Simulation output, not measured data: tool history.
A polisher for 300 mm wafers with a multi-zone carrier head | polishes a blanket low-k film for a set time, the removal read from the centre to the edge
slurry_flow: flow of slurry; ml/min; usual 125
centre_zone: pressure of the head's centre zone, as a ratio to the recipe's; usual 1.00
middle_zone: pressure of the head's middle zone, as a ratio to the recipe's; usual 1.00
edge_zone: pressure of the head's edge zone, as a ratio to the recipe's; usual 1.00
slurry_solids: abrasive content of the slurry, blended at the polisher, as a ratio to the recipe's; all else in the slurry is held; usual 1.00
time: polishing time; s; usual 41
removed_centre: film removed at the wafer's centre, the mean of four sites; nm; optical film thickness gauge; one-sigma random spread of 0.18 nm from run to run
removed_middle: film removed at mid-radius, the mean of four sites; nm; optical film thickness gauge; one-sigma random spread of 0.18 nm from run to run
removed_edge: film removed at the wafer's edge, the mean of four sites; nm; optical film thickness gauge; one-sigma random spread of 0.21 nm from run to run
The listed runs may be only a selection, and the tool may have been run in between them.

run	hour	slurry_flow	centre_zone	middle_zone	edge_zone	slurry_solids	time	wafers since the last listed run	wafers polished on this pad	hours since the slurry nozzle was cleaned	hours since the centre zone pressure was calibrated	hours since the edge zone pressure was calibrated	hours since the carrier head's membrane was replaced	incoming thickness of the incoming film, nm	removed_centre	removed_middle	removed_edge
1	0.0	125	1.00	1.00	1.00	1.00	41	0	3264	81.1	852.3	605.3	563.4	472.9	17.8	17.5	18.0
2	28.4	125	1.00	1.00	1.00	1.00	41	330	3594	109.5	880.7	633.7	591.8	466.0	17.0	17.5	17.7
3	59.5	125	1.00	1.00	1.00	1.00	41	361	3956	140.6	911.8	664.8	622.9	465.4	16.9	16.8	17.4
# hour 73.5: worn pad replaced by a new one
# hour 101.8: edge zone pressure recalibrated
4	177.4	125	1.00	1.00	1.00	1.00	37	1302	1185	258.5	1029.7	75.6	740.8	475.1	17.0	17.0	17.3
5	205.7	125	1.00	1.00	1.00	1.00	41	329	1515	286.8	1058.0	103.9	769.1	466.8	18.6	18.8	19.0
6	253.8	125	1.00	1.00	1.00	1.00	41	559	2074	334.9	1106.1	152.0	817.2	460.8	18.2	18.5	18.4
# hour 272.2: slurry nozzle cleaned
7	289.4	125	1.00	1.00	1.00	1.00	30	402	2477	17.2	1141.7	187.6	852.8	473.1	13.0	13.3	13.3
8	341.6	125	1.00	1.00	1.00	1.00	41	607	3084	69.4	1193.9	239.8	905.0	469.2	17.5	17.4	18.1
9	396.3	110	1.00	1.00	0.96	1.00	41	636	3721	124.1	1248.6	294.5	959.7	471.5	16.8	16.9	17.0
# hour 407.7: carrier head's membrane replaced by a new one
# hour 426.2: worn pad replaced by a new one
# hour 441.5: centre zone pressure recalibrated
10	461.5	125	0.90	0.91	1.00	1.00	35	630	387	189.3	20.0	359.7	53.8	466.1	14.7	15.0	16.7
11	510.8	125	1.00	1.00	0.90	1.00	41	573	960	238.6	69.3	409.0	103.1	468.6	18.9	19.2	18.5
12	572.9	125	1.00	1.00	0.95	1.00	48	722	1683	300.7	131.4	471.1	165.2	467.6	21.8	22.5	22.2
13	606.1	170	1.00	1.00	1.00	1.00	41	386	2069	333.9	164.6	504.3	198.4	469.8	19.7	19.5	19.6
# hour 619.9: slurry nozzle cleaned
14	648.2	125	1.11	1.00	1.00	1.00	41	478	2547	28.3	206.7	546.4	240.5	477.0	20.3	18.0	18.7
15	684.0	125	0.95	1.00	1.00	1.00	41	416	2964	64.1	242.5	582.2	276.3	476.7	17.1	17.8	18.1
16	749.8	125	1.00	1.00	1.00	1.00	41	765	3730	129.9	308.3	648.0	342.1	472.9	17.2	17.2	17.0
# hour 759.9: worn pad replaced by a new one
17	776.5	125	1.00	1.00	1.00	1.00	41	264	192	156.6	335.0	674.7	368.8	462.9	19.0	19.2	19.6
# hour 864.3: edge zone pressure recalibrated
# hour 898.5: slurry nozzle cleaned
18	929.3	125	1.00	1.00	1.00	0.75	49	1743	1935	30.8	487.8	65.0	521.6	472.5	17.5	18.0	18.0
19	956.7	170	1.00	1.00	1.00	1.00	41	318	2254	58.2	515.2	92.4	549.0	473.4	19.1	19.2	19.1
20	1018.1	90	0.93	0.95	1.00	0.90	41	714	2969	119.6	576.6	153.8	610.4	472.4	14.6	15.2	16.1

Predict each of these 5 candidate next runs independently; none follows another, all start after run 20:
A	1018.5	125	1.00	1.00	1.00	1.00	41	4	2973	120.0	577.0	154.2	610.8	473.0	?	?	?
B	1018.5	125	1.06	1.05	0.91	1.00	28	4	2973	120.0	577.0	154.2	610.8	473.0	?	?	?
C	1018.5	125	0.88	1.07	1.00	1.00	41	4	2973	120.0	577.0	154.2	610.8	473.0	?	?	?
D	1018.5	145	1.10	1.07	1.00	0.90	41	4	2973	120.0	577.0	154.2	610.8	473.0	?	?	?
E	1018.5	125	1.00	0.89	1.00	1.00	41	4	2973	120.0	577.0	154.2	610.8	473.0	?	?	?

run	removed_centre	removed_middle	removed_edge
A	17.6	18.0	18.1
B	12.7	12.8	12.0
C	15.5	19.1	18.1
D	18.3	18.0	17.0
E	17.6	16.3	18.2
Stripped of hidden state, with their random variation kept, the same runs would have yielded:
run	removed_centre	removed_middle	removed_edge
A	18.8	19.3	19.4
B	13.6	13.7	12.8
C	16.5	20.4	19.4
D	19.6	19.3	18.2
E	18.8	17.5	19.4

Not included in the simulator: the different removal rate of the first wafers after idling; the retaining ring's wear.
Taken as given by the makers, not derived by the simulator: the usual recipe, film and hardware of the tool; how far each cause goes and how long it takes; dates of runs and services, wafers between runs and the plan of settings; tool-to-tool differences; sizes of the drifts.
